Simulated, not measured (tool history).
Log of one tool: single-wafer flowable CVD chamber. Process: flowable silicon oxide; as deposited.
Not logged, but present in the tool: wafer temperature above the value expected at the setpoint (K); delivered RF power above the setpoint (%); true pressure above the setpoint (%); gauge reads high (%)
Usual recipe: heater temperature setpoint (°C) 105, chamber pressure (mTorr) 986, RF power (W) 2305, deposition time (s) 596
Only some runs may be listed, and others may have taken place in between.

| run | hour | heater temperature setpoint (°C) | chamber pressure (mTorr) | RF power (W) | deposition time (s) | wafers since the last listed run | hours since the last thermocouple change | hours since the last RF generator calibration | hours since the last manometer calibration | hours since the showerhead was replaced | hours since the gauge calibration | read-back reference wafer on the same gauge, thickness_nm | mean film thickness on the monitor wafer (Å) |
|---|---|---|---|---|---|---|---|---|---|---|---|---|---|
| 1 | 0.0 | 105 | 898 | 2305 | 596 | 0 | 1675.3 | 2041.6 | 2359.2 | 6942.6 | 178.9 | 453.474 | 3226.56 |
| 2 | 16.7 | 105 | 986 | 2195 | 596 | 57 | 1692.0 | 2058.3 | 2375.9 | 6959.3 | 195.6 | 453.606 | 3500.20 |
| 3 | 42.5 | 105 | 986 | 2195 | 596 | 88 | 1717.8 | 2084.1 | 2401.7 | 6985.1 | 221.4 | 453.804 | 3525.66 |
| 4 | 67.0 | 105 | 986 | 2305 | 596 | 83 | 1742.3 | 2108.6 | 2426.2 | 7009.6 | 245.9 | 454.054 | 3539.44 |
| 5 | 92.0 | 105 | 986 | 2305 | 596 | 85 | 1767.3 | 2133.6 | 2451.2 | 7034.6 | 270.9 | 453.910 | 3515.09 |
| 6 | 105.3 | 105 | 986 | 2305 | 596 | 45 | 1780.6 | 2146.9 | 2464.5 | 7047.9 | 284.2 | 454.415 | 3494.23 |
|  | 155.4 | capacitance manometer re-zeroed and calibrated |
|  | 190.3 | thermocouple changed; heater temperature recalibrated |
| 7 | 190.8 | 105 | 805 | 2305 | 596 | 237 | 0.5 | 2232.4 | 35.4 | 7133.4 | 369.7 | 453.243 | 3271.17 |
| 8 | 215.6 | 105 | 805 | 2305 | 596 | 84 | 25.3 | 2257.2 | 60.2 | 7158.2 | 394.5 | 454.206 | 3282.62 |
| 9 | 241.8 | 105 | 805 | 2305 | 596 | 89 | 51.5 | 2283.4 | 86.4 | 7184.4 | 420.7 | 454.503 | 3270.12 |
| 10 | 268.9 | 117 | 1189 | 2305 | 596 | 92 | 78.6 | 2310.5 | 113.5 | 7211.5 | 447.8 | 454.094 | 3091.33 |
|  | 288.5 | showerhead replaced |
| 11 | 291.7 | 105 | 986 | 2195 | 596 | 50 | 101.4 | 2333.3 | 136.3 | 3.2 | 470.6 | 454.304 | 4016.60 |
| 12 | 324.2 | 109 | 986 | 1845 | 596 | 110 | 133.9 | 2365.8 | 168.8 | 35.7 | 503.1 | 453.438 | 3366.18 |
| 13 | 341.7 | 105 | 986 | 2305 | 596 | 59 | 151.4 | 2383.3 | 186.3 | 53.2 | 520.6 | 453.903 | 3987.47 |
|  | 370.0 | gauge calibrated |
|  | 377.7 | RF generator calibrated |
| 14 | 378.2 | 105 | 835 | 1900 | 596 | 97 | 187.9 | 0.5 | 222.8 | 89.7 | 8.2 | 454.207 | 3323.91 |
| 15 | 407.3 | 110 | 986 | 2705 | 596 | 99 | 217.0 | 29.6 | 251.9 | 118.8 | 37.3 | 454.204 | 3367.61 |
| 16 | 442.4 | 105 | 986 | 2305 | 563 | 119 | 252.1 | 64.7 | 287.0 | 153.9 | 72.4 | 453.094 | 3762.66 |
| 17 | 477.8 | 118 | 884 | 2620 | 671 | 120 | 287.5 | 100.1 | 322.4 | 189.3 | 107.8 | 453.699 | 2547.96 |
| 18 | 506.8 | 105 | 1213 | 2090 | 522 | 99 | 316.5 | 129.1 | 351.4 | 218.3 | 136.8 | 453.673 | 4196.76 |

Consider 4 possible next runs. They are alternatives, not a sequence: every one starts from the tool as it was left by run 18. What does each give?
| A | 507.4 | 105 | 904 | 2305 | 596 | 2 | 317.1 | 129.7 | 352.0 | 218.9 | 137.4 | ? | ? |
| B | 507.4 | 95 | 986 | 2075 | 713 | 2 | 317.1 | 129.7 | 352.0 | 218.9 | 137.4 | ? | ? |
| C | 507.4 | 118 | 873 | 2305 | 596 | 2 | 317.1 | 129.7 | 352.0 | 218.9 | 137.4 | ? | ? |
| D | 507.4 | 105 | 902 | 2305 | 492 | 2 | 317.1 | 129.7 | 352.0 | 218.9 | 137.4 | ? | ? |

| run | read-back reference wafer on the same gauge, thickness_nm | mean film thickness on the monitor wafer (Å) |
|---|---|---|
| A | 454.402 | 3631.86 |
| B | 454.402 | 6837.66 |
| C | 454.402 | 2196.44 |
| D | 454.402 | 2991.59 |
What these runs would have given with no unlogged condition in the tool:
| run | mean film thickness on the monitor wafer (Å) |
|---|---|
| A | 3581.43 |
| B | 6742.47 |
| C | 2168.89 |
| D | 2950.05 |

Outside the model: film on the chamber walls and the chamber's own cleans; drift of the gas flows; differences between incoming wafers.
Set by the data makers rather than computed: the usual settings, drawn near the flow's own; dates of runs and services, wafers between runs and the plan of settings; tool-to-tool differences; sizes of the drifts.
